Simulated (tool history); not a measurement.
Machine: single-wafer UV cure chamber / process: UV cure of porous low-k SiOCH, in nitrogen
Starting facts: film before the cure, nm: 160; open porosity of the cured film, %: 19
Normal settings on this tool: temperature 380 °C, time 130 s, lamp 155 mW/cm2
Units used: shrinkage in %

| run | day | temperature | time | lamp | wafers since the last listed run | hours since the UV bulbs were replaced | wafers since the quartz window was cleaned | shrinkage |
|---|---|---|---|---|---|---|---|---|
| 1 | 0 | 380 | 130 | 155 | 0 | 1422.5 | 1498 | 11.764 |
| 2 | 0.4 | 380 | 130 | 155 | 60 | 1432.1 | 1558 | 11.485 |
| 3 | 0.95 | 380 | 130 | 155 | 83 | 1445.3 | 1642 | 11.839 |
| 4 | 1.279 | 380 | 130 | 155 | 49 | 1453.2 | 1692 | 11.661 |
| 5 | 1.896 | 380 | 130 | 155 | 93 | 1468 | 1785 | 11.247 |
| 6 | 2.258 | 380 | 130 | 155 | 54 | 1476.7 | 1840 | 11.474 |
| 7 | 2.625 | 380 | 130 | 155 | 55 | 1485.5 | 1896 | 11.173 |
| 8 | 2.912 | 380 | 130 | 155 | 43 | 1492.4 | 1939 | 11.687 |
| 9 | 3.188 | 380 | 130 | 155 | 41 | 1499 | 1981 | 11.677 |
| 10 | 3.512 | 380 | 130 | 155 | 49 | 1506.8 | 2030 | 11.307 |
| 11 | 3.783 | 380 | 130 | 155 | 41 | 1513.3 | 2071 | 11.604 |
| 12 | 4.225 | 380 | 90 | 128 | 66 | 1523.9 | 2138 | 9.079 |
| 13 | 4.658 | 380 | 90 | 128 | 65 | 1534.3 | 2204 | 8.831 |
| 14 | 4.988 | 380 | 90 | 128 | 49 | 1542.2 | 2254 | 8.971 |
| 15 | 5.521 | 392 | 130 | 155 | 80 | 1555 | 2335 | 11.61 |
| 16 | 5.862 | 380 | 110 | 137 | 51 | 1563.2 | 2386 | 10.201 |
| 17 | 6.208 | 369 | 65 | 195 | 52 | 1571.5 | 2439 | 9.086 |
| 18 | 7.296 | 370 | 50 | 134 | 164 | 1597.6 | 2604 | 6.697 |
| 19 | 7.825 | 380 | 130 | 155 | 80 | 1610.3 | 2684 | 11.355 |
| 20 | 8.112 | 387 | 65 | 123 | 43 | 1617.2 | 2728 | 7.454 |
| 21 | 8.671 | 380 | 155 | 142 | 84 | 1630.6 | 2812 | 11.737 |
| 22 | 9.383 | 364 | 130 | 155 | 108 | 1647.7 | 2920 | 11.145 |
| 23 | 9.896 | 380 | 85 | 155 | 77 | 1660 | 2998 | 9.512 |
|  | 10.4 | quartz window cleaned |
|  | 10.95 | UV bulbs replaced |
| 24 | 10.971 | 380 | 130 | 155 | 61 | 0.5 | 36 | 11.352 |
| 25 | 11.221 | 380 | 130 | 155 | 37 | 6.5 | 74 | 11.543 |
| 26 | 11.65 | 380 | 180 | 134 | 65 | 16.8 | 139 | 12.327 |
| 27 | 12.317 | 389 | 130 | 155 | 101 | 32.8 | 240 | 11.645 |
| 28 | 12.771 | 380 | 130 | 155 | 68 | 43.7 | 309 | 11.596 |
| 29 | 13.35 | 380 | 130 | 155 | 87 | 57.6 | 396 | 11.697 |
| 30 | 13.612 | 394 | 175 | 169 | 39 | 63.9 | 436 | 13.43 |
| 31 | 14.221 | 380 | 190 | 155 | 92 | 78.5 | 528 | 13.294 |

Alternative continuations, all from the tool just after run 31; predict every row:
| A | 14.242 | 380 | 70 | 155 | 3 | 79 | 532 | ? |
| B | 14.242 | 380 | 165 | 125 | 3 | 79 | 532 | ? |
| C | 14.242 | 388 | 90 | 178 | 3 | 79 | 532 | ? |
| D | 14.242 | 363 | 130 | 192 | 3 | 79 | 532 | ? |
| E | 14.242 | 390 | 200 | 165 | 3 | 79 | 532 | ? |

| run | shrinkage |
|---|---|
| A | 8.489 |
| B | 11.228 |
| C | 10.264 |
| D | 11.762 |
| E | 13.552 |
Take away the tool's hidden state, keep each run's random variation, and the runs would have read:
| run | shrinkage |
|---|---|
| A | 8.489 |
| B | 11.228 |
| C | 10.264 |
| D | 11.762 |
| E | 13.552 |
